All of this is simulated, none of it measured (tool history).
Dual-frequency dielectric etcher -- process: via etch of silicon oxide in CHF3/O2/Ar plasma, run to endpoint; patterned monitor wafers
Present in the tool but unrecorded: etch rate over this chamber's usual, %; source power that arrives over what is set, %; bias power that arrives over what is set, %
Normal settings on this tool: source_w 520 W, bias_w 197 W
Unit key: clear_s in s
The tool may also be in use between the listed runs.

run	day	source_w	bias_w	wafers since the last listed run	hours since the last wet clean	hours since the last source power generator calibration	hours since the last bias power generator calibration	hours since the last upper electrode change	incoming incoming film thickness, nm	clear_s
1	0.000	520	197	0	212.6	392.3	1911.7	3254.9	735.5	375.3
2	2.733	520	197	190	278.2	457.9	1977.3	3320.5	730.0	369.2
3	5.825	520	197	216	352.4	532.1	2051.5	3394.7	735.6	371.4
4	7.604	520	197	124	395.1	574.8	2094.2	3437.4	727.8	361.5
5	11.100	610	163	244	479.0	658.7	2178.1	3521.3	730.7	363.6
# day 12.483: wet clean of the chamber
6	13.538	610	163	100	25.3	717.2	2236.6	3579.8	734.0	377.9
7	26.362	520	197	896	333.1	1025.0	2544.4	3887.6	736.9	368.1
8	29.896	520	197	246	417.9	1109.8	2629.2	3972.4	729.8	361.8
# day 31.825: wet clean of the chamber
9	32.200	520	197	91	9.0	1165.1	2684.5	4027.7	733.1	375.7
10	35.858	520	197	255	96.8	1252.9	2772.3	4115.5	733.9	373.1
11	40.129	520	160	298	199.3	1355.4	2874.8	4218.0	739.8	398.3
12	43.400	520	160	228	277.8	1433.9	2953.3	4296.5	734.8	391.4
# day 51.754: wet clean of the chamber
13	51.775	520	160	515	0.5	1634.9	3154.3	4497.5	735.4	407.4
14	62.425	520	197	744	256.1	1890.5	3409.9	4753.1	734.6	364.8
15	65.775	600	197	234	336.5	1970.9	3490.3	4833.5	729.7	344.6
# day 66.788: source power generator calibrated
16	70.017	520	197	284	438.3	77.5	3592.1	4935.3	722.6	355.1
# day 73.417: wet clean of the chamber
17	73.438	430	197	169	0.5	159.6	3674.2	5017.4	728.3	401.1
18	75.238	440	216	125	43.7	202.8	3717.4	5060.6	734.7	385.5
# day 77.171: upper electrode replaced
19	77.496	520	197	87	97.9	257.0	3771.6	7.8	732.2	375.3
# day 78.112: bias power generator calibrated
20	79.754	520	197	146	152.1	311.2	39.4	62.0	735.1	370.7
21	82.779	520	151	211	224.7	383.8	112.0	134.6	731.3	404.8
22	85.717	640	219	205	295.2	454.3	182.5	205.1	732.1	328.7
23	89.550	560	238	267	387.2	546.3	274.5	297.1	736.6	335.4
24	92.150	520	237	181	449.6	608.7	336.9	359.5	731.0	332.0
25	95.062	520	197	203	519.5	678.6	406.8	429.4	743.3	360.0
# day 97.433: wet clean of the chamber
26	97.454	520	197	97	0.5	736.0	464.2	486.8	730.7	378.6
27	98.833	520	243	96	33.6	769.1	497.3	519.9	735.1	358.2
28	102.025	580	235	223	110.2	845.7	573.9	596.5	732.3	342.4
29	105.446	520	197	239	192.3	927.8	656.0	678.6	731.0	372.3

4 options for the next run, each taken on its own from the tool as it stands now. Forecast them:
A	105.467	520	197	1	192.8	928.3	656.5	679.1	741.6	?
B	105.467	430	150	1	192.8	928.3	656.5	679.1	741.6	?
C	105.467	520	175	1	192.8	928.3	656.5	679.1	741.6	?
D	105.467	640	228	1	192.8	928.3	656.5	679.1	741.6	?

run	clear_s
A	382.3
B	446.6
C	398.0
D	338.7
With no hidden state in the tool, these same runs would have given:
run	clear_s
A	384.2
B	448.8
C	400.0
D	340.4
